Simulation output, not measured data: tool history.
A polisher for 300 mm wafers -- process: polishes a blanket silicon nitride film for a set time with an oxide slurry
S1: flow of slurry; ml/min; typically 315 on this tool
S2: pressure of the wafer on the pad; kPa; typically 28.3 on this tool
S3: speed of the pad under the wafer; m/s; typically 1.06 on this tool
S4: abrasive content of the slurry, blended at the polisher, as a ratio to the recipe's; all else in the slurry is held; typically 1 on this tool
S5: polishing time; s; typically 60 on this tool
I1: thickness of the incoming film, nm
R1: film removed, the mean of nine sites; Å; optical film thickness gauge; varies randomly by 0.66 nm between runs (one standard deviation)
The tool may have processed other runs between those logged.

run,day,S1,S2,S3,S4,S5,I1,R1
1,0,315,28.3,1.06,1,60,352.5,546
# day 2.05: worn pad replaced by a new one
2,2.208,315,28.3,1.06,1,60,362.9,544
# day 2.371: head pressure recalibrated
3,3.746,315,28.3,1.06,1,60,364.3,535
# day 4.062: slurry blender recalibrated
4,5.471,280,28.3,1.06,1,60,359.3,526
# day 7.467: slurry nozzle cleaned
5,7.488,315,28.3,1.06,1,60,354.9,532
6,9.667,315,28.3,1.06,1,60,359,528
# day 12.917: conditioning disc replaced and pad reconditioned
# day 13.262: worn pad replaced by a new one
# day 15.104: slurry blender recalibrated
7,16.646,235,28.3,1.06,1,75,359.2,668
8,18.008,315,28.3,1.06,1,60,364.5,542
9,19.429,315,28.3,1.06,1,55,354,496
10,21.854,315,28.3,1.06,1,60,356.5,550
# day 22.329: slurry nozzle cleaned
# day 23.554: worn pad replaced by a new one
# day 24.379: conditioning disc replaced and pad reconditioned
11,24.4,315,28.3,1.06,1,60,354.8,535
# day 24.654: slurry blender recalibrated
12,25.596,315,28.3,1.06,1,60,365,548
13,27.279,370,22.1,1.32,1.15,60,358.9,586
14,29.517,315,28.3,1.06,1,60,366.3,545
15,30.833,280,35.2,0.72,1.1,60,360.2,494
# day 31.338: head pressure recalibrated
16,33.129,260,28.3,1.36,0.75,60,354.6,600
# day 33.483: worn pad replaced by a new one
# day 34.788: slurry blender recalibrated
17,35.117,315,28.3,1.06,1,60,358.7,570
# day 35.412: conditioning disc replaced and pad reconditioned
# day 35.754: slurry nozzle cleaned
18,36.342,315,28.3,1.06,1.25,60,361.2,622
19,38.821,315,33.1,1.06,1,60,364.2,666
# day 40.867: head pressure recalibrated, repeated, since the last time left the tool worse
20,41.454,315,22.8,0.76,1.1,70,360.2,410
# day 42.329: worn pad replaced by a new one
# day 43.383: slurry blender recalibrated
# day 46.717: conditioning disc replaced and pad reconditioned
21,47.812,420,34.5,1.06,1.2,52,359.1,592
22,49.558,400,28.3,1.06,1,68,365.6,607

3 options for the next run, each taken on its own from the tool as it stands now. Forecast them:
A,49.575,315,28.3,1.06,1,60,366.5,?
B,49.575,240,28.3,1.06,1,71,366.5,?
C,49.575,225,32.4,1.06,1,60,366.5,?

run,R1
A,536
B,618
C,578
Without the tool's hidden state the same runs would have given:
run,R1
A,518
B,598
C,559
